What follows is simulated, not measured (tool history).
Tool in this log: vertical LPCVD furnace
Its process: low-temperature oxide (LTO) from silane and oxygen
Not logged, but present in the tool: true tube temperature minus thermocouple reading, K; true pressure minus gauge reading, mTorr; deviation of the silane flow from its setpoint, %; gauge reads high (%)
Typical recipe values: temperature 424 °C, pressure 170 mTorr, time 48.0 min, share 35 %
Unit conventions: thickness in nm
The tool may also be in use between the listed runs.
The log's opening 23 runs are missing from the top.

| run | hour | temperature | pressure | time | share | wafers since the last listed run | hours since the last temperature calibration | hours since the pressure gauge was zeroed | hours since the silane flow controller was replaced | hours since the gauge calibration | read-back reference wafer on the same gauge, thickness | thickness |
|---|---|---|---|---|---|---|---|---|---|---|---|---|
| 24 | 337.0 | 424 | 170 | 48.0 | 35 | 144 | 90.7 | 61.2 | 191.9 | 238.5 | 324.94 | 346.71 |
| 25 | 344.9 | 418 | 190 | 61.0 | 41 | 111 | 98.6 | 69.1 | 199.8 | 246.4 | 324.94 | 558.10 |
| 26 | 362.8 | 424 | 170 | 63.5 | 35 | 251 | 116.5 | 87.0 | 217.7 | 264.3 | 325.00 | 459.27 |
| 27 | 373.1 | 424 | 170 | 48.0 | 29 | 144 | 126.8 | 97.3 | 228.0 | 274.6 | 324.95 | 268.57 |
| 28 | 384.4 | 424 | 170 | 55.0 | 35 | 158 | 138.1 | 108.6 | 239.3 | 285.9 | 325.02 | 396.76 |
| 29 | 391.3 | 419 | 130 | 58.0 | 35 | 97 | 145.0 | 115.5 | 246.2 | 292.8 | 325.19 | 302.11 |
| 30 | 415.4 | 431 | 195 | 32.0 | 31 | 338 | 169.1 | 139.6 | 270.3 | 316.9 | 325.12 | 242.62 |
| 31 | 429.8 | 424 | 170 | 48.0 | 35 | 202 | 183.5 | 154.0 | 284.7 | 331.3 | 325.05 | 343.95 |

4 ways to go on from here, each from the tool as it stands after run 31. What would each give?
| A | 434.0 | 416 | 170 | 48.0 | 35 | 59 | 187.7 | 158.2 | 288.9 | 335.5 | ? | ? |
| B | 434.0 | 416 | 145 | 36.0 | 35 | 59 | 187.7 | 158.2 | 288.9 | 335.5 | ? | ? |
| C | 434.0 | 424 | 170 | 48.0 | 41 | 59 | 187.7 | 158.2 | 288.9 | 335.5 | ? | ? |
| D | 434.0 | 427 | 140 | 48.0 | 32 | 59 | 187.7 | 158.2 | 288.9 | 335.5 | ? | ? |

| run | read-back reference wafer on the same gauge, thickness | thickness |
|---|---|---|
| A | 325.06 | 316.47 |
| B | 325.06 | 202.19 |
| C | 325.06 | 415.54 |
| D | 325.06 | 260.02 |
What these runs would have given with no unlogged condition in the tool:
| run | thickness |
|---|---|
| A | 320.71 |
| B | 205.16 |
| C | 420.51 |
| D | 264.06 |
